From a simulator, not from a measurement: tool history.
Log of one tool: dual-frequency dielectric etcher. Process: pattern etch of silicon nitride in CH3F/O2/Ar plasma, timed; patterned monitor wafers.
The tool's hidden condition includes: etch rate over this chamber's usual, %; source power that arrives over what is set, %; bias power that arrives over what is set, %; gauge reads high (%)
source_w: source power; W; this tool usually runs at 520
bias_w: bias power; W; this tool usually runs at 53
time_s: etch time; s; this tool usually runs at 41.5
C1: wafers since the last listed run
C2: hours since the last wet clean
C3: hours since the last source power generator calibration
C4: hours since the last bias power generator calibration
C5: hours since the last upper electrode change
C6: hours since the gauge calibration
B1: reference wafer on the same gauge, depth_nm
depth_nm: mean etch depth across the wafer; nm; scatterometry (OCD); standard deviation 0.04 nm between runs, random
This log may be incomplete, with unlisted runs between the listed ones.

{"run": 1, "hour": 0.0, "source_w": 520, "bias_w": 46, "time_s": 33.5, "C1": 0, "C2": 302.3, "C3": 71.0, "C4": 2232.2, "C5": 4386.0, "C6": 47.9, "B1": 25.1, "depth_nm": 19.66}
{"run": 2, "hour": 14.0, "source_w": 520, "bias_w": 46, "time_s": 41.5, "C1": 166, "C2": 316.3, "C3": 85.0, "C4": 2246.2, "C5": 4400.0, "C6": 61.9, "B1": 25.1, "depth_nm": 24.32}
{"run": 3, "hour": 20.5, "source_w": 520, "bias_w": 46, "time_s": 41.5, "C1": 77, "C2": 322.8, "C3": 91.5, "C4": 2252.7, "C5": 4406.5, "C6": 68.4, "B1": 25.1, "depth_nm": 24.3}
{"run": 4, "hour": 30.4, "source_w": 520, "bias_w": 46, "time_s": 41.5, "C1": 117, "C2": 332.7, "C3": 101.4, "C4": 2262.6, "C5": 4416.4, "C6": 78.3, "B1": 25.1, "depth_nm": 24.34}
{"run": 5, "hour": 47.1, "source_w": 520, "bias_w": 59, "time_s": 41.5, "C1": 199, "C2": 349.4, "C3": 118.1, "C4": 2279.3, "C5": 4433.1, "C6": 95.0, "B1": 25.11, "depth_nm": 27.32}
{"run": 6, "hour": 55.2, "source_w": 520, "bias_w": 53, "time_s": 31.5, "C1": 96, "C2": 357.5, "C3": 126.2, "C4": 2287.4, "C5": 4441.2, "C6": 103.1, "B1": 25.1, "depth_nm": 19.78}
{"run": 7, "hour": 64.1, "source_w": 630, "bias_w": 44, "time_s": 36.5, "C1": 106, "C2": 366.4, "C3": 135.1, "C4": 2296.3, "C5": 4450.1, "C6": 112.0, "B1": 25.12, "depth_nm": 22.55}
{"run": 8, "hour": 77.3, "source_w": 520, "bias_w": 53, "time_s": 31.5, "C1": 157, "C2": 379.6, "C3": 148.3, "C4": 2309.5, "C5": 4463.3, "C6": 125.2, "B1": 25.09, "depth_nm": 19.74}
{"run": 9, "hour": 86.7, "source_w": 580, "bias_w": 53, "time_s": 41.5, "C1": 112, "C2": 389.0, "C3": 157.7, "C4": 2318.9, "C5": 4472.7, "C6": 134.6, "B1": 25.1, "depth_nm": 27.08}
{"run": 10, "hour": 93.1, "source_w": 470, "bias_w": 45, "time_s": 31.0, "C1": 76, "C2": 395.4, "C3": 164.1, "C4": 2325.3, "C5": 4479.1, "C6": 141.0, "B1": 25.1, "depth_nm": 17.25}
{"run": 11, "hour": 101.7, "source_w": 450, "bias_w": 63, "time_s": 34.5, "C1": 102, "C2": 404.0, "C3": 172.7, "C4": 2333.9, "C5": 4487.7, "C6": 149.6, "B1": 25.11, "depth_nm": 22.13}
{"run": 12, "hour": 118.1, "source_w": 400, "bias_w": 57, "time_s": 33.0, "C1": 195, "C2": 420.4, "C3": 189.1, "C4": 2350.3, "C5": 4504.1, "C6": 166.0, "B1": 25.11, "depth_nm": 19.3}
{"run": 13, "hour": 131.6, "source_w": 520, "bias_w": 53, "time_s": 41.5, "C1": 160, "C2": 433.9, "C3": 202.6, "C4": 2363.8, "C5": 4517.6, "C6": 179.5, "B1": 25.1, "depth_nm": 25.96}
{"run": 14, "hour": 140.6, "source_w": 610, "bias_w": 46, "time_s": 41.5, "C1": 107, "C2": 442.9, "C3": 211.6, "C4": 2372.8, "C5": 4526.6, "C6": 188.5, "B1": 25.11, "depth_nm": 25.9}
{"hour": 165.4, "done": "wet clean of the chamber"}
{"hour": 168.1, "done": "bias power generator calibrated"}
{"run": 15, "hour": 168.6, "source_w": 520, "bias_w": 41, "time_s": 36.0, "C1": 15, "C2": 3.2, "C3": 239.6, "C4": 0.5, "C5": 4554.6, "C6": 216.5, "B1": 25.11, "depth_nm": 20.33}
{"run": 16, "hour": 168.9, "source_w": 390, "bias_w": 42, "time_s": 36.5, "C1": 3, "C2": 3.5, "C3": 239.9, "C4": 0.8, "C5": 4554.9, "C6": 216.8, "B1": 25.1, "depth_nm": 18.59}
{"run": 17, "hour": 180.5, "source_w": 570, "bias_w": 53, "time_s": 41.5, "C1": 138, "C2": 15.1, "C3": 251.5, "C4": 12.4, "C5": 4566.5, "C6": 228.4, "B1": 25.09, "depth_nm": 27.53}
{"hour": 208.4, "done": "upper electrode replaced"}
{"run": 18, "hour": 208.9, "source_w": 620, "bias_w": 49, "time_s": 35.0, "C1": 52, "C2": 43.5, "C3": 279.9, "C4": 40.8, "C5": 0.5, "C6": 256.8, "B1": 25.1, "depth_nm": 23.12}
{"run": 19, "hour": 209.2, "source_w": 440, "bias_w": 59, "time_s": 33.0, "C1": 3, "C2": 43.8, "C3": 280.2, "C4": 41.1, "C5": 0.8, "C6": 257.1, "B1": 25.08, "depth_nm": 20.84}
{"run": 20, "hour": 219.7, "source_w": 520, "bias_w": 53, "time_s": 37.0, "C1": 125, "C2": 54.3, "C3": 290.7, "C4": 51.6, "C5": 11.3, "C6": 267.6, "B1": 25.09, "depth_nm": 23.73}
{"run": 21, "hour": 232.1, "source_w": 480, "bias_w": 53, "time_s": 33.5, "C1": 147, "C2": 66.7, "C3": 303.1, "C4": 64.0, "C5": 23.7, "C6": 280.0, "B1": 25.1, "depth_nm": 20.83}
{"run": 22, "hour": 249.9, "source_w": 580, "bias_w": 53, "time_s": 41.5, "C1": 212, "C2": 84.5, "C3": 320.9, "C4": 81.8, "C5": 41.5, "C6": 297.8, "B1": 25.1, "depth_nm": 27.74}
{"run": 23, "hour": 256.3, "source_w": 570, "bias_w": 53, "time_s": 41.5, "C1": 76, "C2": 90.9, "C3": 327.3, "C4": 88.2, "C5": 47.9, "C6": 304.2, "B1": 25.1, "depth_nm": 27.5}
{"run": 24, "hour": 269.0, "source_w": 520, "bias_w": 53, "time_s": 41.5, "C1": 151, "C2": 103.6, "C3": 340.0, "C4": 100.9, "C5": 60.6, "C6": 316.9, "B1": 25.1, "depth_nm": 26.56}
{"run": 25, "hour": 278.1, "source_w": 600, "bias_w": 62, "time_s": 47.5, "C1": 108, "C2": 112.7, "C3": 349.1, "C4": 110.0, "C5": 69.7, "C6": 326.0, "B1": 25.12, "depth_nm": 34.71}
{"run": 26, "hour": 284.7, "source_w": 630, "bias_w": 57, "time_s": 44.5, "C1": 78, "C2": 119.3, "C3": 355.7, "C4": 116.6, "C5": 76.3, "C6": 332.6, "B1": 25.08, "depth_nm": 31.82}
{"run": 27, "hour": 300.4, "source_w": 520, "bias_w": 53, "time_s": 41.5, "C1": 187, "C2": 135.0, "C3": 371.4, "C4": 132.3, "C5": 92.0, "C6": 348.3, "B1": 25.11, "depth_nm": 26.59}
{"run": 28, "hour": 315.9, "source_w": 520, "bias_w": 53, "time_s": 41.5, "C1": 184, "C2": 150.5, "C3": 386.9, "C4": 147.8, "C5": 107.5, "C6": 363.8, "B1": 25.1, "depth_nm": 26.58}
{"hour": 327.2, "done": "gauge calibrated"}
{"run": 29, "hour": 330.3, "source_w": 430, "bias_w": 41, "time_s": 34.0, "C1": 171, "C2": 164.9, "C3": 401.3, "C4": 162.2, "C5": 121.9, "C6": 3.1, "B1": 25.11, "depth_nm": 17.78}

Alternative continuations, all from the tool just after run 29; predict every row:
{"run": "A", "hour": 330.7, "source_w": 520, "bias_w": 53, "time_s": 41.5, "C1": 4, "C2": 165.3, "C3": 401.7, "C4": 162.6, "C5": 122.3, "C6": 3.5, "B1": "?", "depth_nm": "?"}
{"run": "B", "hour": 330.7, "source_w": 520, "bias_w": 41, "time_s": 41.5, "C1": 4, "C2": 165.3, "C3": 401.7, "C4": 162.6, "C5": 122.3, "C6": 3.5, "B1": "?", "depth_nm": "?"}
{"run": "C", "hour": 330.7, "source_w": 640, "bias_w": 58, "time_s": 45.0, "C1": 4, "C2": 165.3, "C3": 401.7, "C4": 162.6, "C5": 122.3, "C6": 3.5, "B1": "?", "depth_nm": "?"}
{"run": "D", "hour": 330.7, "source_w": 630, "bias_w": 49, "time_s": 35.5, "C1": 4, "C2": 165.3, "C3": 401.7, "C4": 162.6, "C5": 122.3, "C6": 3.5, "B1": "?", "depth_nm": "?"}
{"run": "E", "hour": 330.7, "source_w": 490, "bias_w": 53, "time_s": 31.5, "C1": 4, "C2": 165.3, "C3": 401.7, "C4": 162.6, "C5": 122.3, "C6": 3.5, "B1": "?", "depth_nm": "?"}

run=A B1=25.08 depth_nm=26.53
run=B B1=25.08 depth_nm=23.39
run=C B1=25.08 depth_nm=32.55
run=D B1=25.08 depth_nm=23.57
run=E B1=25.08 depth_nm=19.68
Without the tool's hidden state the same runs would have given:
run=A depth_nm=26.67
run=B depth_nm=23.51
run=C depth_nm=32.71
run=D depth_nm=23.69
run=E depth_nm=19.78
